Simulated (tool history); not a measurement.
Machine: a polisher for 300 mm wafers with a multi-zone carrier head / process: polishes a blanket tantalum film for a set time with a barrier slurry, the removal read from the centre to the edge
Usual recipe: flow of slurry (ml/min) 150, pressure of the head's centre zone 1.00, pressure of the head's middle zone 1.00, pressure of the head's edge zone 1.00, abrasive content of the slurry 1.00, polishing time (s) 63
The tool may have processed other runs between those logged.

| run | day | flow of slurry (ml/min) | pressure of the head's centre zone | pressure of the head's middle zone | pressure of the head's edge zone | abrasive content of the slurry | polishing time (s) | incoming thickness of the incoming film, nm | film removed at the wafer's centre (nm) | film removed at mid-radius (nm) | film removed at the wafer's edge (nm) |
|---|---|---|---|---|---|---|---|---|---|---|---|
| 1 | 0.000 | 150 | 1.00 | 1.00 | 0.92 | 1.00 | 63 | 383.1 | 153.9 | 148.3 | 143.2 |
|  | 0.683 | carrier head's membrane replaced by a new one |
| 2 | 0.704 | 150 | 1.00 | 1.07 | 1.00 | 0.85 | 63 | 380.3 | 138.5 | 144.3 | 130.6 |
| 3 | 3.412 | 150 | 1.00 | 1.00 | 1.00 | 1.00 | 63 | 378.3 | 150.7 | 146.8 | 149.7 |
| 4 | 4.700 | 150 | 1.00 | 1.04 | 1.00 | 1.00 | 63 | 382.7 | 152.1 | 153.6 | 146.9 |
| 5 | 6.196 | 150 | 1.00 | 1.03 | 1.00 | 1.00 | 63 | 375.5 | 151.9 | 152.9 | 142.1 |
|  | 6.438 | worn pad replaced by a new one |
| 6 | 7.517 | 150 | 0.91 | 0.88 | 1.07 | 1.20 | 63 | 377.9 | 148.0 | 144.1 | 160.1 |
| 7 | 8.883 | 150 | 1.00 | 1.00 | 0.92 | 1.25 | 63 | 381.5 | 166.3 | 163.6 | 153.9 |
|  | 10.004 | slurry nozzle cleaned |
| 8 | 12.508 | 150 | 1.00 | 1.00 | 1.00 | 1.00 | 63 | 379.2 | 151.5 | 147.2 | 146.5 |
|  | 13.875 | edge zone pressure recalibrated |
| 9 | 13.988 | 150 | 1.00 | 0.90 | 1.00 | 0.80 | 63 | 377.0 | 129.6 | 118.9 | 128.8 |
|  | 14.738 | centre zone pressure recalibrated |
| 10 | 15.225 | 150 | 1.00 | 1.00 | 1.00 | 1.00 | 63 | 382.7 | 151.8 | 143.5 | 146.2 |
|  | 16.588 | worn pad replaced by a new one |
| 11 | 16.608 | 150 | 1.00 | 1.00 | 0.88 | 1.00 | 63 | 380.7 | 153.1 | 149.5 | 140.6 |
| 12 | 17.400 | 150 | 1.00 | 1.00 | 1.00 | 1.00 | 63 | 375.1 | 149.8 | 146.2 | 145.1 |
| 13 | 18.542 | 150 | 0.93 | 0.89 | 1.04 | 0.70 | 63 | 386.4 | 108.0 | 108.1 | 114.8 |
| 14 | 19.400 | 150 | 1.04 | 1.00 | 1.00 | 1.00 | 63 | 385.8 | 159.3 | 149.7 | 143.2 |
| 15 | 19.946 | 150 | 1.00 | 1.07 | 1.12 | 1.00 | 63 | 379.4 | 150.2 | 160.9 | 151.4 |

What does the tool deliver on the next run?
| 16 | 21.283 | 150 | 1.00 | 1.00 | 1.00 | 1.00 | 63 | 375.0 | ? | ? | ? |

Run 16 produced film removed at the wafer's centre (nm) 151.5, film removed at mid-radius (nm) 147.7, film removed at the wafer's edge (nm) 147.0.
With the hidden condition absent and the run-to-run variation left alone, this run would have shown film removed at the wafer's centre (nm) 151.5, film removed at mid-radius (nm) 147.7, film removed at the wafer's edge (nm) 147.0.

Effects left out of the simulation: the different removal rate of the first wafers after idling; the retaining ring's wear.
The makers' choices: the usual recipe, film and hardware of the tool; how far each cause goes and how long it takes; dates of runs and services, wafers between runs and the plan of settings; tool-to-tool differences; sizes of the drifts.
